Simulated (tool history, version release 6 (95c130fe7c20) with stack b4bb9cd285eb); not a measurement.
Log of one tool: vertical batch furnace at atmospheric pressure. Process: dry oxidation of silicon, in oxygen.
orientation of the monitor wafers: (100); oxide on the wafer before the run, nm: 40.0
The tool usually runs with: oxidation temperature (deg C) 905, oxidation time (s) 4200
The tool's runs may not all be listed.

run   hour  oxidation temperature (deg C)  oxidation time (s)  wafers since the last listed run  hours since the last temperature calibration  hours since the boat lift was adjusted  hours since the gauge calibration  read-back reference wafer on the same gauge, thickness  oxide thickness on the monitor wafer (Å)
  1    0.0                            905                4200                                 0                                        2789.0                                  4480.7                              165.0                                                   49.27                                     452.7
  2   17.0                            905                4200                               238                                        2806.0                                  4497.7                              182.0                                                   49.33                                     450.2
  3   44.6                            905                4200                               386                                        2833.6                                  4525.3                              209.6                                                   49.33                                     452.4
  4   59.1                            905                4200                               203                                        2848.1                                  4539.8                              224.1                                                   49.33                                     459.5
  5   75.2                            905                4200                               225                                        2864.2                                  4555.9                              240.2                                                   49.39                                     453.9
  6  129.3                            905                2700                               758                                        2918.3                                  4610.0                              294.3                                                   49.31                                     419.4
     179.8  -- thermocouples replaced and temperature profile calibrated
     193.3  -- boat lift adjusted
  7  193.8                            918                4200                               378                                          14.0                                     0.5                              358.8                                                   49.29                                     472.7
  8  197.9                            918                4200                                57                                          18.1                                     4.6                              362.9                                                   49.30                                     471.4
  9  208.5                            918                4200                               148                                          28.7                                    15.2                              373.5                                                   49.21                                     480.2
 10  223.8                            913                4200                               214                                          44.0                                    30.5                              388.8                                                   49.37                                     465.6
 11  243.1                            913                4200                               270                                          63.3                                    49.8                              408.1                                                   49.21                                     469.8
 12  278.5                            905                2940                               496                                          98.7                                    85.2                              443.5                                                   49.22                                     425.9
 13  299.2                            927                3060                               290                                         119.4                                   105.9                              464.2                                                   49.26                                     462.3
     315.7  -- gauge calibrated
 14  329.4                            894                5040                               423                                         149.6                                   136.1                               13.7                                                   49.34                                     454.7
 15  350.6                            917                2340                               297                                         170.8                                   157.3                               34.9                                                   49.30                                     417.5
 16  369.8                            891                3300                               269                                         190.0                                   176.5                               54.1                                                   49.28                                     423.2
 17  391.9                            905                4200                               309                                         212.1                                   198.6                               76.2                                                   49.32                                     453.7
 18  427.2                            905                4200                               494                                         247.4                                   233.9                              111.5                                                   49.24                                     454.1
 19  447.6                            930                6060                               285                                         267.8                                   254.3                              131.9                                                   49.34                                     561.2
 20  482.8                            915                3660                               493                                         303.0                                   289.5                              167.1                                                   49.20                                     458.7
 21  514.1                            926                2130                               438                                         334.3                                   320.8                              198.4                                                   49.28                                     426.6
 22  549.7                            917                2340                               498                                         369.9                                   356.4                              234.0                                                   49.28                                     421.8
 23  561.7                            905                4200                               168                                         381.9                                   368.4                              246.0                                                   49.35                                     451.0

Give the tool's hidden conditions for every run:
true tube temperature minus thermocouple reading, K: 0 across all the runs
monitor wafer colder than the profiled boat position, K: 0 across all the runs
gauge reads high (%): 0 across all the runs
